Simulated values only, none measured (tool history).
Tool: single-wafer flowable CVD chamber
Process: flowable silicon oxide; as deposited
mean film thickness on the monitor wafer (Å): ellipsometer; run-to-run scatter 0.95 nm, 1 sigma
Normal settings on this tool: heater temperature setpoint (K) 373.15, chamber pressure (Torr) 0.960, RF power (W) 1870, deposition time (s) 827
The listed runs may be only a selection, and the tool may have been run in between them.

run,hour,heater temperature setpoint (K),chamber pressure (Torr),RF power (W),deposition time (s),wafers since the last listed run,hours since the last thermocouple change,hours since the last RF generator calibration,hours since the last manometer calibration,hours since the showerhead was replaced,hours since the gauge calibration,"read-back reference wafer on the same gauge, thickness_nm",mean film thickness on the monitor wafer (Å)
1,0.0,373.15,0.960,1870,827,0,2192.5,799.6,1491.9,7391.9,12.3,692.326,6663.04
2,15.8,373.15,1.051,1870,735,23,2208.3,815.4,1507.7,7407.7,28.1,691.873,6285.99
3,21.9,373.15,1.075,1870,827,9,2214.4,821.5,1513.8,7413.8,34.2,691.891,7184.73
4,29.4,373.15,1.075,1870,827,11,2221.9,829.0,1521.3,7421.3,41.7,692.062,7193.65
5,46.4,373.15,1.075,1870,827,25,2238.9,846.0,1538.3,7438.3,58.7,692.034,7166.67
# hour 60.1: RF generator calibrated
6,60.6,373.15,0.960,1870,827,9,2253.1,0.5,1552.5,7452.5,72.9,692.306,6669.04
# hour 80.3: showerhead replaced
# hour 81.2: capacitance manometer re-zeroed and calibrated
# hour 84.4: thermocouple changed; heater temperature recalibrated
7,84.9,373.15,0.960,1870,827,18,0.5,24.8,3.7,4.6,97.2,691.962,6379.20
8,89.5,378.15,1.191,1585,827,6,5.1,29.4,8.3,9.2,101.8,692.096,5940.06
9,97.7,365.15,0.844,1870,765,12,13.3,37.6,16.5,17.4,110.0,691.984,7254.84
# hour 106.0: gauge calibrated
10,115.3,373.15,0.960,1870,827,26,30.9,55.2,34.1,35.0,9.3,692.149,6407.89
11,126.4,364.15,0.832,1870,827,16,42.0,66.3,45.2,46.1,20.4,691.978,8086.21
12,133.9,386.15,0.960,2240,827,11,49.5,73.8,52.7,53.6,27.9,691.979,4146.63
13,146.9,373.15,1.172,1870,722,19,62.5,86.8,65.7,66.6,40.9,691.838,6400.67
14,162.0,362.15,0.960,2180,897,22,77.6,101.9,80.8,81.7,56.0,692.014,10480.20

List, for all runs, the conditions of the tool that the log does not record:
delivered RF power above the setpoint (%): 0, the same for each run
gauge reads high (%): 0, the same for each run
H1: wafer temperature above the value expected at the setpoint (K)
H2: true pressure above the setpoint (%)
run,H1,H2
1,-2.77,-7.67
2,-2.78,-7.75
3,-2.78,-7.78
4,-2.78,-7.82
5,-2.78,-7.9
6,-2.79,-7.98
7,0.0586,0.468
8,0.0393,0.444
9,0.00528,0.402
10,-0.0665,0.311
11,-0.111,0.254
12,-0.141,0.215
13,-0.191,0.148
14,-0.249,0.0699

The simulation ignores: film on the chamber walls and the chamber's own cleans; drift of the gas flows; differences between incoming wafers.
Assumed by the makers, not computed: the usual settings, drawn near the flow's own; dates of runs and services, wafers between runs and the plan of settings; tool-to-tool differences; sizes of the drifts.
